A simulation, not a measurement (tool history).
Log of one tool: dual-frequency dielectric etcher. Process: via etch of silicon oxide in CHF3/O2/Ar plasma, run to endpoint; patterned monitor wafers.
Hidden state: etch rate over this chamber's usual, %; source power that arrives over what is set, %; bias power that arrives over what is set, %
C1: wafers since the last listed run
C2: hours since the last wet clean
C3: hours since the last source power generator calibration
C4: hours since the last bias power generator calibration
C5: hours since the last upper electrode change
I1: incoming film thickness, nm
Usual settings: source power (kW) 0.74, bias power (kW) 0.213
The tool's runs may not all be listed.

run 1 hour=0 | source_power_(kW)=0.74 bias_power_(kW)=0.213 | C1=0 C2=525.2 C3=2789 C4=3933.2 C5=5004.7 | I1=529.8 | endpoint_time_(s)=246.8
run 2 hour=49.1 | source_power_(kW)=0.74 bias_power_(kW)=0.213 | C1=320 C2=574.3 C3=2838.1 C4=3982.3 C5=5053.8 | I1=533.2 | endpoint_time_(s)=249.2
-- hour=90.7 wet clean of the chamber
run 3 hour=209.2 | source_power_(kW)=0.74 bias_power_(kW)=0.213 | C1=887 C2=118.5 C3=2998.2 C4=4142.4 C5=5213.9 | I1=533.7 | endpoint_time_(s)=246.6
run 4 hour=260.5 | source_power_(kW)=0.74 bias_power_(kW)=0.213 | C1=334 C2=169.8 C3=3049.5 C4=4193.7 C5=5265.2 | I1=530.5 | endpoint_time_(s)=245.1
run 5 hour=289.5 | source_power_(kW)=0.74 bias_power_(kW)=0.213 | C1=189 C2=198.8 C3=3078.5 C4=4222.7 C5=5294.2 | I1=536.3 | endpoint_time_(s)=248
run 6 hour=352.8 | source_power_(kW)=0.74 bias_power_(kW)=0.213 | C1=412 C2=262.1 C3=3141.8 C4=4286 C5=5357.5 | I1=534.1 | endpoint_time_(s)=248
run 7 hour=389.8 | source_power_(kW)=0.74 bias_power_(kW)=0.213 | C1=241 C2=299.1 C3=3178.8 C4=4323 C5=5394.5 | I1=534.5 | endpoint_time_(s)=247.3
run 8 hour=436.4 | source_power_(kW)=0.74 bias_power_(kW)=0.213 | C1=303 C2=345.7 C3=3225.4 C4=4369.6 C5=5441.1 | I1=533.1 | endpoint_time_(s)=248.1
-- hour=442.9 bias power generator calibrated
run 9 hour=462.8 | source_power_(kW)=0.74 bias_power_(kW)=0.213 | C1=146 C2=372.1 C3=3251.8 C4=19.9 C5=5467.5 | I1=537.2 | endpoint_time_(s)=249.7
run 10 hour=517.9 | source_power_(kW)=0.74 bias_power_(kW)=0.213 | C1=359 C2=427.2 C3=3306.9 C4=75 C5=5522.6 | I1=534.3 | endpoint_time_(s)=248
run 11 hour=543 | source_power_(kW)=0.74 bias_power_(kW)=0.213 | C1=163 C2=452.3 C3=3332 C4=100.1 C5=5547.7 | I1=530.5 | endpoint_time_(s)=247.3
-- hour=585.4 wet clean of the chamber
run 12 hour=585.9 | source_power_(kW)=0.82 bias_power_(kW)=0.213 | C1=123 C2=0.5 C3=3374.9 C4=143 C5=5590.6 | I1=532.2 | endpoint_time_(s)=233.7
-- hour=655.5 upper electrode replaced
run 13 hour=735.6 | source_power_(kW)=0.74 bias_power_(kW)=0.182 | C1=819 C2=150.2 C3=3524.6 C4=292.7 C5=80.1 | I1=536 | endpoint_time_(s)=257.3
run 14 hour=800.9 | source_power_(kW)=0.89 bias_power_(kW)=0.19 | C1=425 C2=215.5 C3=3589.9 C4=358 C5=145.4 | I1=532.1 | endpoint_time_(s)=236.5
run 15 hour=845.4 | source_power_(kW)=0.91 bias_power_(kW)=0.181 | C1=290 C2=260 C3=3634.4 C4=402.5 C5=189.9 | I1=534.2 | endpoint_time_(s)=238.3
run 16 hour=886.8 | source_power_(kW)=0.74 bias_power_(kW)=0.213 | C1=269 C2=301.4 C3=3675.8 C4=443.9 C5=231.3 | I1=534.9 | endpoint_time_(s)=248.4
run 17 hour=958.4 | source_power_(kW)=0.64 bias_power_(kW)=0.199 | C1=466 C2=373 C3=3747.4 C4=515.5 C5=302.9 | I1=531 | endpoint_time_(s)=268.1
run 18 hour=1012.3 | source_power_(kW)=0.74 bias_power_(kW)=0.165 | C1=351 C2=426.9 C3=3801.3 C4=569.4 C5=356.8 | I1=532.4 | endpoint_time_(s)=267.5

The next listed run, before its measurement:
run 19 hour=1046.3 | source_power_(kW)=0.6 bias_power_(kW)=0.178 | C1=221 C2=460.9 C3=3835.3 C4=603.4 C5=390.8 | I1=531.9 | endpoint_time_(s)=?

Run 19 gave endpoint time (s) 284.5.
Without the tool's hidden state the same run would have given endpoint time (s) 281.4.
